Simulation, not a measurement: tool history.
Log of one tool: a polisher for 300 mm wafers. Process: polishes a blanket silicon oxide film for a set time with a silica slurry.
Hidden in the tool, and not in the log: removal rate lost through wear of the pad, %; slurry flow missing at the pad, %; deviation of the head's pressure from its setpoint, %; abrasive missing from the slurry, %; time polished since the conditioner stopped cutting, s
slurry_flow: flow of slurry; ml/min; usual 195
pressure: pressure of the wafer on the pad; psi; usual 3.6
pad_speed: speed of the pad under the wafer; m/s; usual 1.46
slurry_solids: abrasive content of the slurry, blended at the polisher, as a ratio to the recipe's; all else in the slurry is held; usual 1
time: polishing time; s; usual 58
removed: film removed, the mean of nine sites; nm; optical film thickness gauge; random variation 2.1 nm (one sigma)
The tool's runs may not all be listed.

run   hour  slurry_flow  pressure  pad_speed  slurry_solids  time  wafers since the last listed run  wafers polished on this pad  hours since the slurry nozzle was cleaned  hours since the head pressure was calibrated  hours since the slurry blender was calibrated  hours since the conditioning disc was replaced  incoming thickness of the incoming film, nm  removed
  1      0          235       2.6       1.46              1    58                                 0                          263                                      263.1                                         875.4                                          362.9                                              57                                       1748.7    122.1
  2   24.2          235       2.6       1.46              1    58                               240                          503                                      287.3                                         899.6                                          387.1                                            81.2                                       1761.6    121.3
  3   36.1          195       3.6       1.46              1    58                               118                          622                                      299.2                                         911.5                                            399                                            93.1                                       1771.8    165.1
  4   47.9          195       3.6       1.46              1    51                               117                          739                                        311                                         923.3                                          410.8                                           104.9                                       1755.2    144.5
      55.1  -- worn pad replaced by a new one
  5   62.7          195       3.6       1.46              1    51                               107                           75                                      325.8                                         938.1                                          425.6                                           119.7                                       1710.6    142.1
  6   74.7          195       3.6       1.46              1    58                               119                          194                                      337.8                                         950.1                                          437.6                                           131.7                                       1736.3    163.9
  7   88.1          195       3.6       1.46              1    58                               133                          327                                      351.2                                         963.5                                            451                                           145.1                                         1737    164.9
      94.2  -- slurry nozzle cleaned
      95.3  -- head pressure recalibrated
  8  105.4          195       3.6       1.46              1    58                               150                          478                                       11.2                                          10.1                                          468.3                                           162.4                                         1747    185.3
     110.5  -- slurry blender recalibrated
  9  113.8          195       3.6       1.46              1    65                                63                          541                                       19.6                                          18.5                                            3.3                                           170.8                                       1720.8    208.5
     117.6  -- conditioning disc replaced and pad reconditioned
 10  121.7          195       3.6       1.46              1    65                                58                          600                                       27.5                                          26.4                                           11.2                                             4.1                                       1741.2    207.8
 11  135.2          195       3.6       1.46              1    58                               134                          734                                         41                                          39.9                                           24.7                                            17.6                                       1766.6    180.6
     142.8  -- worn pad replaced by a new one
 12  177.7          195       3.6       1.46              1    58                               382                          346                                       83.5                                          82.4                                           67.2                                            60.1                                       1747.8    184.1
 13    193          195       3.6       1.68              1    58                               152                          498                                       98.8                                          97.7                                           82.5                                            75.4                                       1779.6    201.2
 14    206          195       3.6       1.46              1    58                               129                          627                                      111.8                                         110.7                                           95.5                                            88.4                                         1763    183.4
     226.9  -- worn pad replaced by a new one, of another model than before
 15    249          215       2.5       1.46              1    58                               387                          219                                      154.8                                         153.7                                          138.5                                           131.4                                       1737.2    148.8
 16  264.6          135       3.6       1.18            0.9    41                               154                          374                                      170.4                                         169.3                                          154.1                                             147                                         1750     95.3
 17    272          195       3.6       1.46              1    58                                73                          448                                      177.8                                         176.7                                          161.5                                           154.4                                       1732.6    182.7
 18  282.6          195       3.6       1.46            1.1    73                               105                          553                                      188.4                                         187.3                                          172.1                                             165                                       1783.1    241.1
 19    289          225       3.6       1.46            0.8    58                                63                          617                                      194.8                                         193.7                                          178.5                                           171.4                                         1743      168
 20  297.1          195       3.6       1.46              1    58                                80                          697                                      202.9                                         201.8                                          186.6                                           179.5                                       1746.2    185.2
       307  -- conditioning disc replaced and pad reconditioned
     308.9  -- worn pad replaced by a new one
 21  309.7          195       3.6       1.46              1    58                                85                            7                                      215.5                                         214.4                                          199.2                                             2.7                                       1741.4    181.9
 22    322          195       4.5       1.46            1.1    58                               122                          129                                      227.8                                         226.7                                          211.5                                              15                                       1753.8    219.6
 23    330          195       4.5       1.46              1    41                                79                          209                                      235.8                                         234.7                                          219.5                                              23                                       1764.3    147.3
 24  337.2          250       3.6       1.96              1    58                                71                          280                                        243                                         241.9                                          226.7                                            30.2                                       1731.4    249.6
 25  351.6          195       3.6       1.46              1    58                               143                          423                                      257.4                                         256.3                                          241.1                                            44.6                                       1726.7      184
 26    361          195       3.6       1.04           0.75    58                                93                          517                                      266.8                                         265.7                                          250.5                                              54                                       1720.7      117

3 ways to go on from here, each from the tool as it stands after run 26. What would each give?
  A  361.4          195       3.6        1.1              1    58                                 3                          521                                      267.2                                         266.1                                          250.9                                            54.4                                       1747.5        ?
  B  361.4          140       2.4       1.46              1    58                                 3                          521                                      267.2                                         266.1                                          250.9                                            54.4                                       1747.5        ?
  C  361.4          195       4.2       1.46            1.2    64                                 3                          521                                      267.2                                         266.1                                          250.9                                            54.4                                       1747.5        ?

run  removed
  A    138.1
  B    139.8
  C      239
Without the tool's hidden state the same runs would have given:
run  removed
  A    140.4
  B    142.2
  C    243.1

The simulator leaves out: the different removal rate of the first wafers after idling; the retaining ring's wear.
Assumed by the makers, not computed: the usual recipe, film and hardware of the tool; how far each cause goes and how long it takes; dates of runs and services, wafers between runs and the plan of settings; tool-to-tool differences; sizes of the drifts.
